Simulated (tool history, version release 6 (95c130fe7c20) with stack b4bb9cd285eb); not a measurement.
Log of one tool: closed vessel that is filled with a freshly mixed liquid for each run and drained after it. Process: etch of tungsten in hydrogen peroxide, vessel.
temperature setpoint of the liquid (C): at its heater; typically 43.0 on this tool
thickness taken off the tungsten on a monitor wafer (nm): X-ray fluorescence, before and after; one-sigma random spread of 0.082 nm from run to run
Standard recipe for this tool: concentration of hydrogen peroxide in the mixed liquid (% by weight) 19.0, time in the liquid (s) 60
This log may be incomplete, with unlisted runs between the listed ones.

| run | day | temperature setpoint of the liquid (C) | concentration of hydrogen peroxide in the mixed liquid (% by weight) | time in the liquid (s) | wafers since the last listed run | hours since the thermometer was replaced | hours since the peroxide flow meter was replaced | hours since the drum of peroxide was connected | hours since the gauge calibration | read-back film thickness of the tungsten reference wafer, read on the same gauge (nm) | thickness taken off the tungsten on a monitor wafer (nm) |
|---|---|---|---|---|---|---|---|---|---|---|---|
| 1 | 0.000 | 43.0 | 18.0 | 60 | 0 | 3160.7 | 435.6 | 1106.9 | 198.8 | 129.08 | 31.33 |
| 2 | 0.812 | 43.0 | 18.0 | 60 | 2402 | 3180.2 | 455.1 | 1126.4 | 218.3 | 128.97 | 31.32 |
|  | 0.971 | gauge calibrated |
| 3 | 1.783 | 43.0 | 21.5 | 45 | 2870 | 3203.5 | 478.4 | 1149.7 | 19.5 | 129.86 | 25.81 |
| 4 | 2.796 | 43.0 | 21.5 | 45 | 2993 | 3227.8 | 502.7 | 1174.0 | 43.8 | 129.75 | 25.88 |
| 5 | 3.521 | 43.0 | 21.5 | 45 | 2143 | 3245.2 | 520.1 | 1191.4 | 61.2 | 129.62 | 25.81 |
| 6 | 4.088 | 43.0 | 19.0 | 60 | 1675 | 3258.8 | 533.7 | 1205.0 | 74.8 | 129.56 | 32.47 |
| 7 | 5.350 | 43.0 | 19.0 | 60 | 3732 | 3289.1 | 564.0 | 1235.3 | 105.1 | 129.40 | 32.30 |
| 8 | 5.900 | 43.0 | 21.5 | 90 | 1625 | 3302.3 | 577.2 | 1248.5 | 118.3 | 129.33 | 51.26 |
| 9 | 6.704 | 43.0 | 22.5 | 30 | 2377 | 3321.6 | 596.5 | 1267.8 | 137.6 | 129.24 | 17.55 |
|  | 7.288 | peroxide flow meter replaced |
|  | 7.488 | thermometer replaced |
| 10 | 7.521 | 40.0 | 19.0 | 60 | 2167 | 0.8 | 5.6 | 1287.4 | 157.2 | 129.15 | 26.59 |
|  | 10.108 | new drum of peroxide connected |
| 11 | 10.388 | 36.5 | 19.0 | 85 | 8351 | 69.6 | 74.4 | 6.7 | 226.0 | 128.79 | 29.81 |
|  | 11.450 | gauge calibrated |
| 12 | 11.604 | 43.0 | 19.0 | 80 | 3596 | 98.8 | 103.6 | 35.9 | 3.7 | 129.96 | 43.10 |
| 13 | 12.492 | 43.0 | 19.0 | 60 | 2623 | 120.1 | 124.9 | 57.2 | 25.0 | 129.86 | 32.47 |
| 14 | 14.208 | 40.0 | 19.0 | 60 | 5075 | 161.3 | 166.1 | 98.4 | 66.2 | 129.65 | 26.61 |
| 15 | 15.254 | 34.5 | 21.5 | 30 | 3091 | 186.4 | 191.2 | 123.5 | 91.3 | 129.49 | 9.83 |

Below are 3 alternative next runs, each starting from the tool's condition after run 15. Predict each:
| A | 15.283 | 43.0 | 19.0 | 60 | 86 | 187.1 | 191.9 | 124.2 | 92.0 | ? | ? |
| B | 15.283 | 46.5 | 22.0 | 60 | 86 | 187.1 | 191.9 | 124.2 | 92.0 | ? | ? |
| C | 15.283 | 50.0 | 16.0 | 90 | 86 | 187.1 | 191.9 | 124.2 | 92.0 | ? | ? |

| run | read-back film thickness of the tungsten reference wafer, read on the same gauge (nm) | thickness taken off the tungsten on a monitor wafer (nm) |
|---|---|---|
| A | 129.51 | 32.32 |
| B | 129.51 | 43.38 |
| C | 129.51 | 68.89 |
With the hidden condition removed and each run's random variation left untouched, the same runs would have given:
| run | thickness taken off the tungsten on a monitor wafer (nm) |
|---|---|
| A | 32.44 |
| B | 43.55 |
| C | 69.15 |
